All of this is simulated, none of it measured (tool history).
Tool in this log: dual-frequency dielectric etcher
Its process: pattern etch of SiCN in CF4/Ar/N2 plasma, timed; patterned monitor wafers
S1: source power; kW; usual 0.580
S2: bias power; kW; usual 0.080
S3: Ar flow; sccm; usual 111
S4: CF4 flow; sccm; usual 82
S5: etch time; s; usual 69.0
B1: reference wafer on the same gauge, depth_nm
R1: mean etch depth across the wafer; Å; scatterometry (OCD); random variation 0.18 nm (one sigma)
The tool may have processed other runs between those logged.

| run | hour | S1 | S2 | S3 | S4 | S5 | B1 | R1 |
|---|---|---|---|---|---|---|---|---|
| 1 | 0.0 | 0.640 | 0.080 | 111 | 82 | 69.0 | 76.4 | 861 |
| 2 | 70.6 | 0.580 | 0.080 | 111 | 82 | 69.0 | 76.4 | 800 |
| 3 | 123.4 | 0.580 | 0.080 | 111 | 82 | 69.0 | 76.4 | 801 |
|  | 165.9 | upper electrode replaced |
| 4 | 193.8 | 0.580 | 0.080 | 139 | 82 | 69.0 | 76.4 | 771 |
| 5 | 247.5 | 0.580 | 0.080 | 111 | 82 | 69.0 | 76.4 | 799 |
|  | 289.0 | bias power generator calibrated |
| 6 | 328.0 | 0.580 | 0.080 | 111 | 82 | 69.0 | 76.4 | 798 |
| 7 | 394.9 | 0.580 | 0.080 | 111 | 82 | 69.0 | 76.4 | 797 |
|  | 417.6 | gauge calibrated |
|  | 420.0 | wet clean of the chamber |
| 8 | 577.0 | 0.580 | 0.080 | 136 | 82 | 69.0 | 76.4 | 769 |
| 9 | 748.0 | 0.720 | 0.071 | 111 | 96 | 61.0 | 76.4 | 786 |
| 10 | 790.3 | 0.580 | 0.080 | 130 | 82 | 50.0 | 76.4 | 562 |
|  | 856.4 | source power generator calibrated |
| 11 | 873.7 | 0.670 | 0.080 | 103 | 82 | 80.5 | 76.4 | 1054 |
|  | 934.3 | CF4 flow controller replaced |
|  | 970.2 | wet clean of the chamber |
| 12 | 979.1 | 0.580 | 0.080 | 111 | 82 | 69.0 | 76.4 | 802 |
| 13 | 1081.7 | 0.580 | 0.080 | 111 | 82 | 69.0 | 76.4 | 805 |
| 14 | 1144.3 | 0.580 | 0.072 | 111 | 62 | 62.5 | 76.4 | 658 |
| 15 | 1198.1 | 0.580 | 0.071 | 111 | 90 | 80.0 | 76.4 | 884 |
| 16 | 1281.5 | 0.710 | 0.080 | 111 | 82 | 86.0 | 76.4 | 1155 |
| 17 | 1333.8 | 0.580 | 0.080 | 111 | 82 | 69.0 | 76.4 | 799 |
| 18 | 1372.8 | 0.580 | 0.080 | 132 | 82 | 76.0 | 76.4 | 861 |
|  | 1460.7 | wet clean of the chamber |
| 19 | 1461.2 | 0.580 | 0.080 | 111 | 82 | 81.0 | 76.4 | 940 |

Predict the results of run 20:
| 20 | 1501.5 | 0.580 | 0.090 | 111 | 97 | 69.0 | ? | ? |

{"run 20": {"B1": 76.4, "R1": 871}}
On a tool with no hidden condition, and with the same random variation, this run would have come out at R1 878 Å.
